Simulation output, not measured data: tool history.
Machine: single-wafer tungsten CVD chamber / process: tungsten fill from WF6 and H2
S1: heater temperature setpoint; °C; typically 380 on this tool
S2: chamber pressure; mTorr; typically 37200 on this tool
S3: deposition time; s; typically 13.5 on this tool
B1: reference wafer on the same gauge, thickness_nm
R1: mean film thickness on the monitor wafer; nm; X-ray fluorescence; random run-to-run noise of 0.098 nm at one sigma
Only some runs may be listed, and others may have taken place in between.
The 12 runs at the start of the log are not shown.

run 13 hour=951.8 | S1=380 S2=37200 S3=13.5 | B1=39.979 | R1=34.182
run 14 hour=1010.2 | S1=380 S2=37200 S3=14.1 | B1=40.041 | R1=35.622
run 15 hour=1175.7 | S1=380 S2=37200 S3=13.5 | B1=40.013 | R1=34.067
run 16 hour=1274.1 | S1=380 S2=37200 S3=13.5 | B1=39.943 | R1=34.107
run 17 hour=1355.2 | S1=380 S2=40100 S3=15.4 | B1=40.011 | R1=40.061
run 18 hour=1437.5 | S1=380 S2=37200 S3=11.8 | B1=39.967 | R1=29.704
-- hour=1446.5 thermocouple changed; heater temperature recalibrated
run 19 hour=1500.9 | S1=380 S2=37200 S3=13.5 | B1=39.966 | R1=33.421
run 20 hour=1595.2 | S1=380 S2=37200 S3=13.5 | B1=39.965 | R1=33.396
run 21 hour=1697.3 | S1=390 S2=30400 S3=16.0 | B1=40.039 | R1=45.622
-- hour=1700.7 gauge calibrated
run 22 hour=1802.3 | S1=380 S2=40200 S3=13.5 | B1=39.987 | R1=34.738
run 23 hour=1897.9 | S1=368 S2=37200 S3=13.5 | B1=39.984 | R1=25.465
run 24 hour=2003.5 | S1=380 S2=45800 S3=13.5 | B1=40.059 | R1=37.176
run 25 hour=2080.6 | S1=368 S2=42700 S3=13.5 | B1=40.010 | R1=27.047
run 26 hour=2142.0 | S1=370 S2=28500 S3=13.5 | B1=39.990 | R1=23.756
run 27 hour=2413.1 | S1=380 S2=44500 S3=15.0 | B1=39.991 | R1=40.922
run 28 hour=2514.5 | S1=368 S2=32200 S3=10.9 | B1=39.997 | R1=19.418
run 29 hour=2572.9 | S1=380 S2=37200 S3=13.5 | B1=39.962 | R1=34.272
run 30 hour=2610.4 | S1=370 S2=31500 S3=11.2 | B1=40.006 | R1=20.680
run 31 hour=2653.4 | S1=380 S2=29000 S3=11.8 | B1=39.967 | R1=26.694
run 32 hour=2714.0 | S1=380 S2=45800 S3=13.5 | B1=39.975 | R1=37.382
run 33 hour=2807.9 | S1=380 S2=37200 S3=13.5 | B1=40.041 | R1=34.208
-- hour=2882.4 capacitance manometer re-zeroed and calibrated
run 34 hour=2882.9 | S1=372 S2=42800 S3=15.2 | B1=40.034 | R1=33.788

Each row is a separate what-if for the run after 34, all from the same tool condition, not one after another. Results?
run A hour=2883.3 | S1=380 S2=37200 S3=13.5 | B1=? | R1=?
run B hour=2883.3 | S1=390 S2=33300 S3=16.0 | B1=? | R1=?
run C hour=2883.3 | S1=371 S2=30400 S3=12.3 | B1=? | R1=?
run D hour=2883.3 | S1=375 S2=37200 S3=13.5 | B1=? | R1=?

run=A B1=40.033 R1=33.993
run=B B1=40.033 R1=48.019
run=C B1=40.033 R1=22.895
run=D B1=40.033 R1=30.245
Take away the tool's hidden state, keep each run's random variation, and the runs would have read:
run=A R1=33.397
run=B R1=47.222
run=C R1=22.475
run=D R1=29.699

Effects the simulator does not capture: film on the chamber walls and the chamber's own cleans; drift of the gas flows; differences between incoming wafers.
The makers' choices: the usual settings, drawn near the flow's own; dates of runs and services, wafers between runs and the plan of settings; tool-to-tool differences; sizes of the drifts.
